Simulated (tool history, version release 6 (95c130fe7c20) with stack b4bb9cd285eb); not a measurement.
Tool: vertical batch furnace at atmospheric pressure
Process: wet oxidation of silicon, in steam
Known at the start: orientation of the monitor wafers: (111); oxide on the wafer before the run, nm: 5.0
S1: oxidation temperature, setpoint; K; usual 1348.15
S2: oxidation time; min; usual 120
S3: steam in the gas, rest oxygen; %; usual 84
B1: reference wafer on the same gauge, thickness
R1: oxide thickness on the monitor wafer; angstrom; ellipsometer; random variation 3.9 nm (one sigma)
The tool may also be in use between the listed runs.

run	hour	S1	S2	S3	B1	R1
1	0	1342.15	144	84	767.89	9025.2
2	13.5	1342.15	144	84	768.15	8938.2
3	34.3	1334.15	120	84	767.72	7940.4
4	44.3	1348.15	120	84	768.08	8373.1
5	66.5	1348.15	120	84	768.3	8339.4
6	79.7	1348.15	120	84	767.91	8310.4
7	92.4	1348.15	104	84	767.74	7725.7
8	101.3	1348.15	104	84	768.57	7695.4
9	113	1348.15	104	84	767.87	7707.6
10	126.3	1368.15	120	87	767.93	9018.8
11	145.4	1368.15	120	87	769.16	9117.5
12	161	1348.15	159	84	766.84	9769.7
13	172.5	1348.15	159	84	768.17	9728.5
14	183.4	1361.15	120	81	767.79	8518.7
# hour 210.5: thermocouples replaced and temperature profile calibrated
15	211	1348.15	120	84	768.37	8283.5
16	216.5	1326.15	76	84	768.3	5944.8
17	229.2	1348.15	120	84	767.72	8381
18	239.1	1337.15	65	84	767.19	5703
19	255.8	1348.15	120	84	768.46	8326
20	266.9	1348.15	120	89	767.83	8646.5
21	284.8	1348.15	168.5	96	766.82	10627.9
22	292.7	1348.15	168.5	95	768.45	10729.2
# hour 316.9: steam generator serviced
23	317.4	1348.15	153	84	768.61	9488.9
24	325.7	1332.15	85	84	766.82	6550.8
25	340.6	1362.15	76.5	76	768.27	6460.1
26	358.4	1348.15	120	84	769.19	8294.2
27	379.2	1341.15	65	84	768.36	5786.3
# hour 380.4: gauge calibrated
28	402.3	1348.15	154.5	95	767.12	10205.9
29	412	1348.15	120	84	768.44	8293.8
30	420.5	1348.15	120	91	766.92	8738.8
31	434.3	1348.15	101.5	84	767.27	7644.1
32	454.8	1340.15	163.5	94	768.1	10182.9
33	473	1366.15	146.5	90	768.69	10161
34	492.1	1348.15	152	78	767.41	9045.7
35	547	1348.15	120	84	768.02	8373
36	562.5	1334.15	168.5	84	767.83	9585.5
37	571.4	1348.15	173.5	72	768.21	9392.1
38	593.8	1348.15	161.5	76	767.44	9294.2
39	615.1	1348.15	120	88	769.2	8592.5

3 ways to go on from here, each from the tool as it stands after run 39. What would each give?
A	620.7	1324.15	120	84	?	?
B	620.7	1368.15	176.5	76	?	?
C	620.7	1358.15	70.5	77	?	?

run	B1	R1
A	768.54	7658.9
B	768.54	10336.8
C	768.54	6188.6
Without the tool's hidden state the same runs would have given:
run	R1
A	7658.9
B	10336.8
C	6188.6
